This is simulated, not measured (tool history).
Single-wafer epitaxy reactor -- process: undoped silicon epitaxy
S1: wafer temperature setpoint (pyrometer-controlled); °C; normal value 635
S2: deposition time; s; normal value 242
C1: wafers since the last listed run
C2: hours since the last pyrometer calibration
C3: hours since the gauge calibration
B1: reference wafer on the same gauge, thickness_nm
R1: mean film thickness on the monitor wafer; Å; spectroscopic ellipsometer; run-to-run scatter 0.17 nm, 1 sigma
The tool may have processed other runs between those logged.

{"run": 1, "hour": 0.0, "S1": 635, "S2": 218, "C1": 0, "C2": 987.9, "C3": 379.3, "B1": 29.065, "R1": 232.65}
{"run": 2, "hour": 34.6, "S1": 635, "S2": 218, "C1": 292, "C2": 1022.5, "C3": 413.9, "B1": 29.121, "R1": 231.5}
{"run": 3, "hour": 68.1, "S1": 635, "S2": 218, "C1": 283, "C2": 1056.0, "C3": 447.4, "B1": 29.055, "R1": 232.02}
{"run": 4, "hour": 134.2, "S1": 635, "S2": 217, "C1": 559, "C2": 1122.1, "C3": 513.5, "B1": 29.135, "R1": 229.42}
{"run": 5, "hour": 188.5, "S1": 635, "S2": 217, "C1": 459, "C2": 1176.4, "C3": 567.8, "B1": 29.09, "R1": 230.54}
{"hour": 251.1, "done": "gauge calibrated"}
{"run": 6, "hour": 251.1, "S1": 635, "S2": 217, "C1": 529, "C2": 1239.0, "C3": 0.0, "B1": 29.079, "R1": 230.43}
{"run": 7, "hour": 293.6, "S1": 635, "S2": 242, "C1": 359, "C2": 1281.5, "C3": 42.5, "B1": 29.105, "R1": 253.68}
{"run": 8, "hour": 330.2, "S1": 641, "S2": 198, "C1": 309, "C2": 1318.1, "C3": 79.1, "B1": 29.171, "R1": 235.58}
{"run": 9, "hour": 372.7, "S1": 648, "S2": 283, "C1": 359, "C2": 1360.6, "C3": 121.6, "B1": 29.193, "R1": 385.25}
{"hour": 434.5, "done": "pyrometer calibrated"}
{"run": 10, "hour": 439.7, "S1": 620, "S2": 201, "C1": 499, "C2": 5.2, "C3": 188.6, "B1": 29.09, "R1": 178.48}
{"run": 11, "hour": 470.1, "S1": 635, "S2": 242, "C1": 257, "C2": 35.6, "C3": 219.0, "B1": 29.026, "R1": 291.28}
{"run": 12, "hour": 535.1, "S1": 635, "S2": 242, "C1": 550, "C2": 100.6, "C3": 284.0, "B1": 29.081, "R1": 283.38}

Estimate the outcome of run 13 from the log above:
{"run": 13, "hour": 577.3, "S1": 623, "S2": 216, "C1": 357, "C2": 142.8, "C3": 326.2, "B1": "?", "R1": "?"}

B1: 29.129
R1: 198.45 Å
Minus the tool's unlogged condition, the same run would have read R1 201.77 Å.
